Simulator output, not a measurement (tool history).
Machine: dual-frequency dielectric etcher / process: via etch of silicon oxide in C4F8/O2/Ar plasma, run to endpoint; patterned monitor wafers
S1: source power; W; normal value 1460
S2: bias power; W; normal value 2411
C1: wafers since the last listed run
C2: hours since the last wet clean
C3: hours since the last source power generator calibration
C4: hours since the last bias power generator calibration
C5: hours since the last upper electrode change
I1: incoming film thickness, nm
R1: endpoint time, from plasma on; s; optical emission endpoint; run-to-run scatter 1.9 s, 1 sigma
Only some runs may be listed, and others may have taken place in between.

run,hour,S1,S2,C1,C2,C3,C4,C5,I1,R1
1,0,1460,2411,0,376,3983.1,3568.9,4138.3,1553.2,341.2
2,32.8,1460,2411,151,408.8,4015.9,3601.7,4171.1,1550.6,339.2
3,66.9,1460,2411,157,442.9,4050,3635.8,4205.2,1549.6,338.6
4,100.3,1460,2411,154,476.3,4083.4,3669.2,4238.6,1549.2,337.5
5,114.4,1220,1946,65,490.4,4097.5,3683.3,4252.7,1535.8,387
6,133.1,1220,1946,86,509.1,4116.2,3702,4271.4,1563.5,399.8
# hour 222.1: upper electrode replaced
# hour 256.9: wet clean of the chamber
7,257.4,1460,2411,352,0.5,4240.5,3826.3,35.3,1532,341.4
8,260.3,1460,2411,13,3.4,4243.4,3829.2,38.2,1543.4,347.5
# hour 279.9: bias power generator calibrated
9,280.8,1460,2411,76,23.9,4263.9,0.9,58.7,1536.6,340.4
10,296.2,1460,2411,71,39.3,4279.3,16.3,74.1,1555.2,347.1
11,320.9,1460,2411,113,64,4304,41,98.8,1548.5,344.1
12,355.8,1650,2411,161,98.9,4338.9,75.9,133.7,1548.4,323.6
13,383,1110,2562,125,126.1,4366.1,103.1,160.9,1559.8,386.5
# hour 389: source power generator calibrated
14,399,1810,2157,55,142.1,10,119.1,176.9,1549.8,324
15,419.3,1110,2233,93,162.4,30.3,139.4,197.2,1557.1,402.2
16,445.4,1280,2411,120,188.5,56.4,165.5,223.3,1544.6,360.5
17,470.3,1220,1946,114,213.4,81.3,190.4,248.2,1556.7,402.9
18,482.5,1460,2411,56,225.6,93.5,202.6,260.4,1549,339
19,573.7,1640,2845,420,316.8,184.7,293.8,351.6,1540.2,299.8
20,592.5,1460,2411,86,335.6,203.5,312.6,370.4,1548.4,337.2
21,606.7,1460,2918,65,349.8,217.7,326.8,384.6,1530.4,312.7
22,630.5,1130,2221,109,373.6,241.5,350.6,408.4,1540.4,389.4

3 options for the next run, each taken on its own from the tool as it stands now. Forecast them:
A,631,1460,2411,2,374.1,242,351.1,408.9,1555.2,?
B,631,1780,2992,2,374.1,242,351.1,408.9,1555.2,?
C,631,1340,2411,2,374.1,242,351.1,408.9,1555.2,?

run,R1
A,340.1
B,288.1
C,353.9
With no hidden state in the tool, these same runs would have given:
run,R1
A,347.6
B,294.5
C,361.7
